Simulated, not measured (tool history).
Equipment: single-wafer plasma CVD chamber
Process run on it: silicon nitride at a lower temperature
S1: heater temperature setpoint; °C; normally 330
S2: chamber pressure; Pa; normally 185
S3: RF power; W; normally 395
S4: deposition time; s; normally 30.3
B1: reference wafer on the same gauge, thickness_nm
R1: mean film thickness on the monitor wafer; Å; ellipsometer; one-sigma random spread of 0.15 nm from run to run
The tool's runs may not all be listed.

Run 1, hour 0: usual settings; B1 31.934. Result: R1 364.5 Å.
Run 2, hour 18: usual settings but S3 340 W; B1 31.937. Result: R1 334.58 Å.
At hour 27: showerhead replaced.
Run 3, hour 33.4: usual settings but S3 340 W; B1 31.906. Result: R1 335.59 Å.
Run 4, hour 49.5: usual settings but S3 425 W; B1 31.881. Result: R1 382.35 Å.
Run 5, hour 60.2: usual settings but S3 425 W; B1 31.906. Result: R1 383.92 Å.
Run 6, hour 71.1: usual settings; B1 31.9. Result: R1 366.11 Å.
Run 7, hour 86.9: usual settings; B1 31.875. Result: R1 366.02 Å.
Run 8, hour 99.1: usual settings; B1 31.924. Result: R1 361.21 Å.
At hour 118.2: RF generator calibrated.
Run 9, hour 118.7: usual settings but S4 33.8 s; B1 31.893. Result: R1 418.85 Å.
Run 10, hour 126.5: usual settings but S1 341 °C; B1 31.962. Result: R1 378.62 Å.
Run 11, hour 136.8: usual settings but S2 216 Pa; B1 31.906. Result: R1 394.46 Å.
Run 12, hour 154.2: usual settings but S1 337 °C, S2 224 Pa, S3 445 W, S4 25 s; B1 31.915. Result: R1 348.9 Å.
At hour 168.9: thermocouple changed; heater temperature recalibrated.
Run 13, hour 169.4: usual settings; B1 31.879. Result: R1 376.17 Å.
Run 14, hour 177: usual settings but S1 317 °C; B1 31.963. Result: R1 379.78 Å.
At hour 187.4: gauge calibrated.
Run 15, hour 194.1: usual settings but S3 365 W, S4 24.6 s; B1 31.875. Result: R1 290.45 Å.
Run 16, hour 211.8: usual settings but S3 465 W, S4 27.9 s; B1 31.914. Result: R1 380.26 Å.
Run 17, hour 246.1: usual settings; B1 31.892. Result: R1 376.9 Å.
Run 18, hour 263.2: usual settings but S1 323 °C, S2 217 Pa, S4 26.1 s; B1 31.892. Result: R1 341.64 Å.
At hour 288: capacitance manometer re-zeroed and calibrated.
Run 19, hour 308.4: usual settings but S1 342 °C, S3 330 W; B1 31.888. Result: R1 337.37 Å.
Run 20, hour 318.7: usual settings but S1 342 °C, S3 430 W, S4 35 s; B1 31.869. Result: R1 452.81 Å.
Run 21, hour 330.6: usual settings but S1 338 °C; B1 31.88. Result: R1 373.91 Å.
Run 22, hour 346.3: usual settings but S2 160 Pa, S3 325 W; B1 31.936. Result: R1 320.16 Å.
Run 23, hour 360.4: usual settings but S2 215 Pa, S3 465 W; B1 31.923. Result: R1 426.13 Å.
Run 24, hour 369.8: usual settings but S3 435 W; B1 31.926. Result: R1 394.09 Å.
Run 25, hour 379.1: usual settings; B1 31.925. Result: R1 376.27 Å.
Run 26, hour 386.8: usual settings but S1 320 °C, S2 207 Pa, S3 370 W; B1 31.88. Result: R1 373.96 Å.
Run 27, hour 397.9: usual settings but S1 326 °C, S2 197 Pa, S3 345 W; B1 31.911. Result: R1 353.13 Å.
Run 28, hour 414.4: usual settings but S1 342 °C, S3 430 W, S4 35 s; B1 31.929. Result: R1 452.22 Å.

What was the tool's hidden state at every run in the log?
wafer temperature above the value expected at the setpoint (K): 0, the same for each run
true pressure above the setpoint (%): 0, the same for each run
gauge reads high (%): 0, the same for each run
H1: delivered RF power above the setpoint (%)
run     H1
  1   -6.3
  2   -6.4
  3  -6.48
  4  -6.57
  5  -6.63
  6  -6.69
  7  -6.77
  8  -6.84
  9  -1.18
 10  -1.22
 11  -1.28
 12  -1.37
 13  -1.45
 14   -1.5
 15  -1.59
 16  -1.68
 17  -1.87
 18  -1.96
 19   -2.2
 20  -2.26
 21  -2.32
 22  -2.41
 23  -2.48
 24  -2.54
 25  -2.59
 26  -2.63
 27  -2.69
 28  -2.78
